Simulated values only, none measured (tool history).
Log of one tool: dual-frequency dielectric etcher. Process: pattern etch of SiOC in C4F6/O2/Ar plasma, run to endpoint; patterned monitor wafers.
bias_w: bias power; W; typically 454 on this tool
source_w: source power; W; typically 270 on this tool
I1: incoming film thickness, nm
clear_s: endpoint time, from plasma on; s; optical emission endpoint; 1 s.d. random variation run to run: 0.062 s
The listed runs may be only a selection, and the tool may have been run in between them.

run 1 day=0 | bias_w=454 source_w=270 | I1=52.1 | clear_s=17.6
run 2 day=0.708 | bias_w=454 source_w=270 | I1=51.7 | clear_s=17.4
run 3 day=1.25 | bias_w=454 source_w=270 | I1=51.3 | clear_s=17.1
run 4 day=1.654 | bias_w=454 source_w=270 | I1=51.8 | clear_s=17.4
run 5 day=2.233 | bias_w=454 source_w=270 | I1=52.2 | clear_s=17.5
run 6 day=2.629 | bias_w=454 source_w=270 | I1=52.3 | clear_s=17.5
run 7 day=3.242 | bias_w=454 source_w=270 | I1=51.7 | clear_s=17.3
run 8 day=3.554 | bias_w=454 source_w=270 | I1=52.1 | clear_s=17.5
run 9 day=4.254 | bias_w=454 source_w=270 | I1=51.6 | clear_s=17.3
run 10 day=4.529 | bias_w=454 source_w=270 | I1=51.4 | clear_s=17.1
run 11 day=5.262 | bias_w=454 source_w=270 | I1=51.7 | clear_s=17.3
run 12 day=5.979 | bias_w=454 source_w=270 | I1=51.5 | clear_s=17.1
run 13 day=6.521 | bias_w=454 source_w=270 | I1=51.6 | clear_s=17.1
run 14 day=7.117 | bias_w=454 source_w=270 | I1=51.9 | clear_s=17.3
run 15 day=7.392 | bias_w=368 source_w=270 | I1=51.8 | clear_s=18.1
run 16 day=7.975 | bias_w=454 source_w=290 | I1=51.6 | clear_s=16.9
run 17 day=8.579 | bias_w=454 source_w=290 | I1=51.5 | clear_s=16.8
run 18 day=10.704 | bias_w=487 source_w=200 | I1=51.9 | clear_s=17.9
-- day=11.108 bias power generator calibrated
run 19 day=11.129 | bias_w=390 source_w=220 | I1=51.1 | clear_s=18.2
-- day=12.1 source power generator calibrated
run 20 day=12.808 | bias_w=497 source_w=250 | I1=51.5 | clear_s=16.8
run 21 day=13.258 | bias_w=513 source_w=300 | I1=51.6 | clear_s=16.1
run 22 day=15.142 | bias_w=490 source_w=340 | I1=52.1 | clear_s=15.8
-- day=16.246 wet clean of the chamber
run 23 day=16.267 | bias_w=483 source_w=250 | I1=51.7 | clear_s=16.6
run 24 day=16.342 | bias_w=454 source_w=340 | I1=50.9 | clear_s=15.5
run 25 day=16.962 | bias_w=454 source_w=270 | I1=51.5 | clear_s=16.5
-- day=18.317 upper electrode replaced
run 26 day=18.338 | bias_w=454 source_w=270 | I1=51.7 | clear_s=16.5
run 27 day=18.35 | bias_w=454 source_w=270 | I1=51 | clear_s=16.3
run 28 day=18.362 | bias_w=454 source_w=330 | I1=51.7 | clear_s=15.8

Run 29 has not been measured yet. What should we expect?
-- day=20.762 wet clean of the chamber, repeated, since the last time left the tool worse
run 29 day=20.783 | bias_w=538 source_w=230 | I1=51.8 | clear_s=?

clear_s: 17.3 s
Take away the tool's hidden state, keep the run-to-run variation as it was, and the same run would have given clear_s 17.4 s.

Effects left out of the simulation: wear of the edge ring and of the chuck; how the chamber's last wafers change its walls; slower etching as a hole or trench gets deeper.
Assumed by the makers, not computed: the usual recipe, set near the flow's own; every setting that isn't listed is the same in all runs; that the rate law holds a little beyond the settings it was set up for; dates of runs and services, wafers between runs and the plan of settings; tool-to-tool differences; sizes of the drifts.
